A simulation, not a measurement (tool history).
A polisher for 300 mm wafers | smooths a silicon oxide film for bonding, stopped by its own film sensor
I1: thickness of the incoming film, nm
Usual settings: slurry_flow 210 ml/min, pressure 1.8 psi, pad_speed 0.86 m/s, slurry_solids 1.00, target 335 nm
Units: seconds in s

Run 1, hour 0.0: usual settings; I1 389.4. Result: seconds 98.1 s.
Run 2, hour 46.2: usual settings; I1 390.4. Result: seconds 98.9 s.
At hour 68.0: worn pad replaced by a new one.
Run 3, hour 102.2: usual settings; I1 388.9. Result: seconds 98.4 s.
Run 4, hour 146.1: usual settings; I1 389.6. Result: seconds 99.4 s.
Run 5, hour 203.1: usual settings; I1 386.2. Result: seconds 92.7 s.
At hour 205.7: slurry blender recalibrated.
At hour 208.1: head pressure recalibrated.
At hour 284.2: slurry nozzle cleaned.
Run 6, hour 284.9: usual settings; I1 392.8. Result: seconds 105.1 s.
Run 7, hour 354.7: usual settings but pad_speed 1.06 m/s; I1 388.6. Result: seconds 79.9 s.
Run 8, hour 379.1: usual settings but target 350 nm; I1 385.3. Result: seconds 65.4 s.
At hour 420.5: worn pad replaced by a new one.
Run 9, hour 443.1: usual settings but target 350 nm; I1 393.4. Result: seconds 77.2 s.
Run 10, hour 514.9: usual settings but target 331 nm; I1 390.9. Result: seconds 106.5 s.
Run 11, hour 552.0: usual settings but slurry_solids 0.85; I1 394.1. Result: seconds 113.3 s.
Run 12, hour 600.5: usual settings; I1 381.9. Result: seconds 84.9 s.
Run 13, hour 641.6: usual settings but slurry_flow 185 ml/min, pressure 2.3 psi; I1 393.1. Result: seconds 88.7 s.
At hour 674.3: slurry blender recalibrated.
Run 14, hour 676.4: usual settings but pressure 1.6 psi, pad_speed 1.02 m/s; I1 391.2. Result: seconds 98.4 s.
At hour 712.0: slurry nozzle cleaned.
Run 15, hour 718.8: usual settings but slurry_flow 180 ml/min, pressure 2.4 psi, pad_speed 0.72 m/s, target 320 nm; I1 390.8. Result: seconds 116.1 s.
At hour 776.9: worn pad replaced by a new one.
Run 16, hour 793.0: usual settings but pressure 1.3 psi, target 320 nm; I1 390.2. Result: seconds 167.1 s.
At hour 874.4: head pressure recalibrated.
Run 17, hour 945.4: usual settings but target 352 nm; I1 395.3. Result: seconds 75.7 s.
Run 18, hour 981.4: usual settings but pad_speed 1.02 m/s, slurry_solids 1.20; I1 383.1. Result: seconds 72.8 s.
Run 19, hour 1047.1: usual settings but slurry_flow 270 ml/min, pressure 2.4 psi, pad_speed 1.04 m/s; I1 392.9. Result: seconds 71.0 s.
Run 20, hour 1109.4: usual settings but pad_speed 0.64 m/s; I1 394.8. Result: seconds 136.3 s.
At hour 1114.1: slurry nozzle cleaned.
At hour 1124.5: worn pad replaced by a new one.
Run 21, hour 1157.2: usual settings but pad_speed 1.00 m/s; I1 395.1. Result: seconds 98.4 s.
At hour 1172.5: slurry blender recalibrated.
Run 22, hour 1203.8: usual settings but slurry_flow 260 ml/min; I1 387.3. Result: seconds 92.6 s.
Run 23, hour 1265.7: usual settings but slurry_solids 1.20; I1 388.7. Result: seconds 90.2 s.
Run 24, hour 1318.8: usual settings; I1 388.9. Result: seconds 94.1 s.
Run 25, hour 1369.8: usual settings; I1 392.5. Result: seconds 103.4 s.
Run 26, hour 1408.1: usual settings but pressure 2.4 psi, pad_speed 0.72 m/s, slurry_solids 1.30, target 341 nm; I1 389.9. Result: seconds 72.9 s.
At hour 1470.2: slurry nozzle cleaned.
Run 27, hour 1476.5: usual settings; I1 387.8. Result: seconds 93.7 s.
Run 28, hour 1510.2: usual settings; I1 393.9. Result: seconds 107.4 s.
Run 29, hour 1552.0: usual settings but pressure 2.3 psi, target 328 nm; I1 386.7. Result: seconds 86.7 s.

Forecast each of these 5 alternatives for the next run:
Run A, hour 1552.4: usual settings but pressure 1.5 psi; I1 390.3. Result: seconds ?.
Run B, hour 1552.4: usual settings but slurry_flow 180 ml/min, target 351 nm; I1 390.3. Result: seconds ?.
Run C, hour 1552.4: usual settings but slurry_flow 235 ml/min, pressure 2.1 psi, target 344 nm; I1 390.3. Result: seconds ?.
Run D, hour 1552.4: usual settings but slurry_flow 190 ml/min, pad_speed 0.58 m/s, slurry_solids 0.90; I1 390.3. Result: seconds ?.
Run E, hour 1552.4: usual settings but pressure 1.3 psi; I1 390.3. Result: seconds ?.

run  seconds
  A    117.8
  B     73.2
  C     74.2
  D    145.7
  E    131.7
Without the tool's hidden state the same runs would have given:
run  seconds
  A    117.8
  B     73.2
  C     74.2
  D    145.7
  E    131.7
